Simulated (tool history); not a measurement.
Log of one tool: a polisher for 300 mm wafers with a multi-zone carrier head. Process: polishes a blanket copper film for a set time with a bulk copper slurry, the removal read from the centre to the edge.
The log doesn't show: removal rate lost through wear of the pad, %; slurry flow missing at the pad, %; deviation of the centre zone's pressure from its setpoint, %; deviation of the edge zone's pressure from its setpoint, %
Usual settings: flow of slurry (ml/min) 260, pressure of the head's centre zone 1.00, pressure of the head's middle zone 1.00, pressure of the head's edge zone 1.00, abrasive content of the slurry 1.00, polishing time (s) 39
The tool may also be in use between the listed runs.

| run | hour | flow of slurry (ml/min) | pressure of the head's centre zone | pressure of the head's middle zone | pressure of the head's edge zone | abrasive content of the slurry | polishing time (s) | wafers since the last listed run | wafers polished on this pad | hours since the slurry nozzle was cleaned | hours since the centre zone pressure was calibrated | hours since the edge zone pressure was calibrated | hours since the carrier head's membrane was replaced | incoming thickness of the incoming film, nm | film removed at the wafer's centre (nm) | film removed at mid-radius (nm) | film removed at the wafer's edge (nm) |
|---|---|---|---|---|---|---|---|---|---|---|---|---|---|---|---|---|---|
| 1 | 0.0 | 260 | 1.00 | 1.00 | 1.00 | 1.00 | 39 | 0 | 2957 | 416.0 | 49.9 | 777.2 | 355.8 | 2448.4 | 495.0 | 480.7 | 491.9 |
| 2 | 28.1 | 260 | 1.00 | 1.00 | 1.00 | 1.15 | 39 | 357 | 3314 | 444.1 | 78.0 | 805.3 | 383.9 | 2443.9 | 515.8 | 497.0 | 501.5 |
| 3 | 89.6 | 260 | 1.00 | 1.00 | 1.00 | 1.00 | 39 | 782 | 4097 | 505.6 | 139.5 | 866.8 | 445.4 | 2396.6 | 502.4 | 481.3 | 496.4 |
| 4 | 133.0 | 260 | 0.93 | 1.00 | 1.00 | 1.00 | 39 | 552 | 4649 | 549.0 | 182.9 | 910.2 | 488.8 | 2435.5 | 473.5 | 490.4 | 497.8 |
|  | 149.2 | carrier head's membrane replaced by a new one |
| 5 | 203.2 | 260 | 1.00 | 1.00 | 0.95 | 0.90 | 39 | 829 | 5479 | 619.2 | 253.1 | 980.4 | 54.0 | 2417.9 | 507.6 | 479.4 | 477.4 |
|  | 204.7 | slurry nozzle cleaned |
|  | 238.2 | edge zone pressure recalibrated |
| 6 | 258.5 | 260 | 1.07 | 1.00 | 1.07 | 1.00 | 39 | 665 | 6145 | 53.8 | 308.4 | 20.3 | 109.3 | 2454.2 | 558.4 | 482.7 | 513.6 |
|  | 288.1 | worn pad replaced by a new one |
| 7 | 303.8 | 260 | 1.00 | 1.00 | 1.00 | 1.00 | 39 | 525 | 200 | 99.1 | 353.7 | 65.6 | 154.6 | 2428.0 | 523.2 | 484.0 | 504.1 |
| 8 | 334.9 | 260 | 1.00 | 0.90 | 1.00 | 1.00 | 39 | 395 | 596 | 130.2 | 384.8 | 96.7 | 185.7 | 2407.0 | 526.0 | 441.0 | 493.2 |
| 9 | 365.6 | 315 | 1.00 | 1.10 | 1.00 | 1.00 | 39 | 390 | 986 | 160.9 | 415.5 | 127.4 | 216.4 | 2402.9 | 544.1 | 536.6 | 512.8 |
| 10 | 417.9 | 305 | 1.00 | 1.00 | 1.04 | 1.00 | 39 | 665 | 1652 | 213.2 | 467.8 | 179.7 | 268.7 | 2410.2 | 538.1 | 491.7 | 515.3 |
| 11 | 479.3 | 260 | 1.00 | 1.00 | 0.93 | 0.85 | 27 | 781 | 2434 | 274.6 | 529.2 | 241.1 | 330.1 | 2396.2 | 355.6 | 328.7 | 318.1 |
| 12 | 550.5 | 260 | 1.00 | 1.00 | 1.00 | 1.00 | 39 | 906 | 3340 | 345.8 | 600.4 | 312.3 | 401.3 | 2395.5 | 532.4 | 483.0 | 488.7 |
| 13 | 619.1 | 260 | 1.00 | 0.96 | 1.00 | 0.80 | 39 | 873 | 4213 | 414.4 | 669.0 | 380.9 | 469.9 | 2381.0 | 517.5 | 449.8 | 484.3 |
| 14 | 645.1 | 325 | 1.00 | 0.88 | 1.07 | 1.00 | 39 | 330 | 4544 | 440.4 | 695.0 | 406.9 | 495.9 | 2404.8 | 549.2 | 452.5 | 521.4 |
| 15 | 672.8 | 230 | 1.00 | 1.00 | 1.00 | 1.00 | 39 | 352 | 4896 | 468.1 | 722.7 | 434.6 | 523.6 | 2453.4 | 522.6 | 473.9 | 484.1 |
|  | 678.8 | carrier head's membrane replaced by a new one |
| 16 | 699.9 | 320 | 0.91 | 1.00 | 1.07 | 1.15 | 39 | 281 | 5178 | 495.2 | 749.8 | 461.7 | 21.1 | 2427.7 | 510.5 | 509.0 | 546.9 |
|  | 747.4 | worn pad replaced by a new one |
| 17 | 756.2 | 190 | 1.05 | 1.00 | 1.00 | 1.00 | 39 | 665 | 111 | 551.5 | 806.1 | 518.0 | 77.4 | 2402.4 | 530.4 | 460.4 | 478.4 |
| 18 | 793.8 | 260 | 1.00 | 1.10 | 1.00 | 1.00 | 39 | 478 | 590 | 589.1 | 843.7 | 555.6 | 115.0 | 2459.9 | 550.4 | 525.9 | 495.4 |
|  | 806.2 | slurry nozzle cleaned |
| 19 | 830.6 | 260 | 1.00 | 1.00 | 0.91 | 1.00 | 46 | 455 | 1045 | 24.4 | 880.5 | 592.4 | 151.8 | 2421.2 | 632.3 | 572.0 | 555.1 |
| 20 | 880.3 | 205 | 1.00 | 1.00 | 1.00 | 1.00 | 39 | 632 | 1678 | 74.1 | 930.2 | 642.1 | 201.5 | 2373.8 | 518.8 | 466.5 | 483.1 |
| 21 | 933.5 | 260 | 1.00 | 1.00 | 1.00 | 1.00 | 39 | 677 | 2355 | 127.3 | 983.4 | 695.3 | 254.7 | 2373.6 | 547.6 | 489.6 | 488.9 |
| 22 | 1002.4 | 200 | 1.09 | 1.00 | 1.00 | 1.00 | 39 | 876 | 3232 | 196.2 | 1052.3 | 764.2 | 323.6 | 2449.8 | 570.5 | 471.5 | 484.0 |

Forecast each of these 3 alternatives for the next run:
| A | 1002.8 | 260 | 1.00 | 1.00 | 1.00 | 1.00 | 39 | 5 | 3237 | 196.6 | 1052.7 | 764.6 | 324.0 | 2451.6 | ? | ? | ? |
| B | 1002.8 | 175 | 0.89 | 1.07 | 1.00 | 1.00 | 29 | 5 | 3237 | 196.6 | 1052.7 | 764.6 | 324.0 | 2451.6 | ? | ? | ? |
| C | 1002.8 | 260 | 1.00 | 1.00 | 1.08 | 1.00 | 46 | 5 | 3237 | 196.6 | 1052.7 | 764.6 | 324.0 | 2451.6 | ? | ? | ? |

| run | film removed at the wafer's centre (nm) | film removed at mid-radius (nm) | film removed at the wafer's edge (nm) |
|---|---|---|---|
| A | 542.0 | 488.1 | 498.8 |
| B | 334.8 | 361.5 | 353.9 |
| C | 639.3 | 575.7 | 611.1 |
Without the tool's hidden state the same runs would have given:
| run | film removed at the wafer's centre (nm) | film removed at mid-radius (nm) | film removed at the wafer's edge (nm) |
|---|---|---|---|
| A | 484.6 | 488.4 | 498.8 |
| B | 299.1 | 361.7 | 353.9 |
| C | 571.6 | 576.0 | 611.1 |
